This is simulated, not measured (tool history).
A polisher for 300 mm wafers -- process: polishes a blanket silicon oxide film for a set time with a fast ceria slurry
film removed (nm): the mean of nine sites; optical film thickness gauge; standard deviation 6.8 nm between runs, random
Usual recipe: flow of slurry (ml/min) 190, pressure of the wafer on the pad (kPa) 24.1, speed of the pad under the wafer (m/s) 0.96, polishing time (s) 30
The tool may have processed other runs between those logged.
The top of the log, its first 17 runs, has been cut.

run   hour  flow of slurry (ml/min)  pressure of the wafer on the pad (kPa)  speed of the pad under the wafer (m/s)  polishing time (s)  wafers since the last listed run  wafers polished on this pad  hours since the slurry nozzle was cleaned  hours since the head pressure was calibrated  incoming thickness of the incoming film, nm  film removed (nm)
 18  204.3                      255                                      29                                    0.76                  40                               478                         1139                                       69.9                                          41.2                                         1581              746.9
 19  217.7                      220                                    28.3                                    0.96                  30                               201                         1341                                       83.3                                          54.6                                       1609.7              673.1
 20  231.5                      230                                    24.1                                     0.8                  39                               207                         1548                                       97.1                                          68.4                                       1592.8              629.2
 21  248.6                      190                                    24.1                                    0.96                  30                               257                         1805                                      114.2                                          85.5                                       1599.6              559.3
     255.3  -- worn pad replaced by a new one
 22  266.6                      170                                    17.2                                    0.96                  33                               210                          169                                      132.2                                         103.5                                       1596.4              431.7
 23  274.7                      190                                    24.1                                    0.96                  30                               121                          291                                      140.3                                         111.6                                       1592.9              560.5
 24  318.4                      190                                    24.1                                    0.96                  30                               657                          948                                        184                                         155.3                                       1616.2                550
 25  329.3                      135                                      20                                    1.06                  38                               163                         1112                                      194.9                                         166.2                                         1606              617.3
 26  340.1                      190                                    24.1                                    0.96                  30                               162                         1275                                      205.7                                           177                                       1622.1              564.6
 27  356.8                      245                                    26.9                                    1.18                  30                               251                         1526                                      222.4                                         193.7                                       1593.9              787.6
     362.1  -- worn pad replaced by a new one
 28  370.3                      190                                    24.1                                    0.96                  30                               142                          122                                      235.9                                         207.2                                       1619.7              571.2
 29  385.9                      190                                      20                                    0.84                  26                               234                          357                                      251.5                                         222.8                                       1595.1              348.5
 30  395.5                      155                                    24.1                                     1.3                  22                               144                          501                                      261.1                                         232.4                                       1602.5              522.4
 31  406.5                      190                                    24.1                                    0.78                  30                               165                          667                                      272.1                                         243.4                                       1576.4                453
 32  419.1                      130                                    17.9                                     1.3                  21                               189                          856                                      284.7                                           256                                       1589.7              362.5
 33  430.4                      190                                    30.3                                    1.26                  39                               169                         1026                                        296                                         267.3                                       1581.2             1183.1
 34  441.4                      150                                    21.4                                    0.96                  38                               165                         1191                                        307                                         278.3                                       1590.1                598
 35  458.1                      190                                    24.1                                    0.96                  27                               251                         1443                                      323.7                                           295                                       1575.8              497.7
 36  467.1                      155                                    26.9                                    0.96                  24                               135                         1578                                      332.7                                           304                                       1589.1              469.6
     479.6  -- worn pad replaced by a new one
 37  480.1                      250                                    24.1                                    0.96                  30                               135                            7                                      345.7                                           317                                       1597.7              570.2
 38    490                      190                                    24.1                                    0.64                  24                               148                          156                                      355.6                                         326.9                                       1567.6              292.2

Consider 3 possible next runs. They are alternatives, not a sequence: every one starts from the tool as it was left by run 38. What does each give?
  A  490.4                      190                                    24.1                                    0.96                  30                                 6                          162                                        356                                         327.3                                       1608.8                  ?
  B  490.4                      190                                    32.4                                    0.66                  30                                 6                          162                                        356                                         327.3                                       1608.8                  ?
  C  490.4                      165                                    24.1                                    0.96                  30                                 6                          162                                        356                                         327.3                                       1608.8                  ?

run  film removed (nm)
  A              544.3
  B              502.5
  C              531.7
With the hidden condition removed and each run's random variation left untouched, the same runs would have given:
run  film removed (nm)
  A                560
  B                517
  C              548.9
